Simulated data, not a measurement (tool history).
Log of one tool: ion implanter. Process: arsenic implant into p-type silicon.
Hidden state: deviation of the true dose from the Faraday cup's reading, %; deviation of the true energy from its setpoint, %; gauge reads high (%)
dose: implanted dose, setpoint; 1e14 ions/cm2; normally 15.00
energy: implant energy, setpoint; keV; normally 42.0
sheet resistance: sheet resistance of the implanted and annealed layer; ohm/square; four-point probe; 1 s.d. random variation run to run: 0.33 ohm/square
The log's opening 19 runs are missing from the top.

run,hour,dose,energy,wafers since the last listed run,hours since the last dose calibration,hours since the extraction supply was calibrated,hours since the gauge calibration,"read-back reference wafer on the same gauge, sheet resistance",sheet resistance
20,1391.1,18.32,31.0,1867,249.3,771.8,1923.7,79.68,79.86
21,1445.5,15.00,42.0,1516,303.7,826.2,1978.1,79.57,82.23
22,1502.8,12.71,38.0,1597,361.0,883.5,2035.4,79.65,91.92
# hour 1548.9: Faraday cup replaced and dose calibrated, repeated, since the last time left the tool worse
23,1569.5,11.01,42.0,1636,20.6,950.2,2102.1,79.53,96.70
24,1629.0,15.00,53.5,1658,80.1,1009.7,2161.6,79.48,75.06
# hour 1683.5: gauge calibrated
25,1698.8,11.55,42.0,1945,149.9,1079.5,15.3,79.76,93.35
26,1867.0,15.00,42.0,4688,318.1,1247.7,183.5,79.57,79.23
27,1901.1,15.00,42.0,950,352.2,1281.8,217.6,79.53,80.00
28,1950.3,18.69,48.5,1371,401.4,1331.0,266.8,79.65,68.28
29,2007.9,12.24,48.0,1605,459.0,1388.6,324.4,79.71,88.24

Predict the results of run 30:
30,2049.3,13.50,30.5,1154,500.4,1430.0,365.8,?,?

Run 30 came out at read-back reference wafer on the same gauge, sheet resistance 79.60, sheet resistance 90.76 ohm/square.
Were there no unlogged condition in the tool, this run, its random variation unchanged, would have produced sheet resistance 90.34 ohm/square.

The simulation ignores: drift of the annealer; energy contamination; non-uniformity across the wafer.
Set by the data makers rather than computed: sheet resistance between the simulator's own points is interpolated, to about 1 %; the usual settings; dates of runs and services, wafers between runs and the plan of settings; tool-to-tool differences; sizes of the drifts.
